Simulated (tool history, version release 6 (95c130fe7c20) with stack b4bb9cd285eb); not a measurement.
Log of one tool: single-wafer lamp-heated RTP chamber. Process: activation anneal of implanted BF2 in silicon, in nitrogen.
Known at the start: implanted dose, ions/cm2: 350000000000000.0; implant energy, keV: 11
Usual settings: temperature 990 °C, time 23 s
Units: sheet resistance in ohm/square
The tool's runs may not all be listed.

| run | hour | temperature | time | read-back reference wafer on the same gauge, sheet resistance | sheet resistance |
|---|---|---|---|---|---|
| 1 | 0 | 990 | 23 | 368.92 | 389.01 |
| 2 | 71.9 | 990 | 23 | 368.99 | 386 |
|  | 98.3 | pyrometer window cleaned and pyrometer calibrated |
| 3 | 141.4 | 990 | 23 | 368.78 | 394.37 |
| 4 | 211.6 | 990 | 23 | 368.75 | 392.25 |
| 5 | 260 | 990 | 23 | 369.3 | 391.14 |
| 6 | 333.4 | 990 | 23 | 369.18 | 388.99 |
| 7 | 401.8 | 990 | 23 | 369.09 | 385.24 |
|  | 475.9 | pyrometer window cleaned and pyrometer calibrated |
| 8 | 488.6 | 990 | 19 | 369.03 | 394.77 |
| 9 | 607.4 | 990 | 19 | 368.85 | 392.18 |
|  | 636.8 | reflector plate cleaned |
| 10 | 697.2 | 990 | 23 | 368.98 | 392.47 |
|  | 786.1 | pyrometer window cleaned and pyrometer calibrated |
| 11 | 803.4 | 990 | 23 | 368.9 | 394.96 |
|  | 837.6 | gauge calibrated |
| 12 | 850.9 | 990 | 23 | 368.99 | 394.9 |
| 13 | 915.3 | 1001 | 27 | 369.07 | 381.75 |
| 14 | 1012.8 | 966 | 15 | 368.98 | 430.29 |
| 15 | 1097.7 | 990 | 35 | 368.98 | 379.08 |
|  | 1172.9 | pyrometer window cleaned and pyrometer calibrated |
| 16 | 1182.1 | 1010 | 19 | 368.93 | 380.8 |
| 17 | 1261.9 | 980 | 10 | 368.96 | 417.9 |
| 18 | 1335.6 | 1014 | 32 | 369 | 367.47 |
| 19 | 1382 | 1012 | 17 | 369.05 | 378.68 |
|  | 1420.2 | reflector plate cleaned |
| 20 | 1482.4 | 962 | 23 | 369.12 | 421.91 |
|  | 1524.5 | pyrometer window cleaned and pyrometer calibrated |
| 21 | 1559.9 | 990 | 23 | 368.91 | 395.34 |
| 22 | 1646.2 | 969 | 10 | 368.82 | 445.77 |
| 23 | 1700.6 | 990 | 23 | 368.66 | 393.3 |
| 24 | 1778.9 | 999 | 30 | 368.94 | 378.33 |

5 ways to go on from here, each from the tool as it stands after run 24. What would each give?
| A | 1779.3 | 969 | 23 | ? | ? |
| B | 1779.3 | 990 | 15 | ? | ? |
| C | 1779.3 | 975 | 36 | ? | ? |
| D | 1779.3 | 1006 | 23 | ? | ? |
| E | 1779.3 | 1016 | 23 | ? | ? |

| run | read-back reference wafer on the same gauge, sheet resistance | sheet resistance |
|---|---|---|
| A | 369.02 | 411.46 |
| B | 369.02 | 396.3 |
| C | 369.02 | 393.04 |
| D | 369.02 | 378.18 |
| E | 369.02 | 371.88 |
Without the tool's hidden state the same runs would have given:
| run | sheet resistance |
|---|---|
| A | 428.78 |
| B | 406.28 |
| C | 405.29 |
| D | 384.12 |
| E | 378.05 |
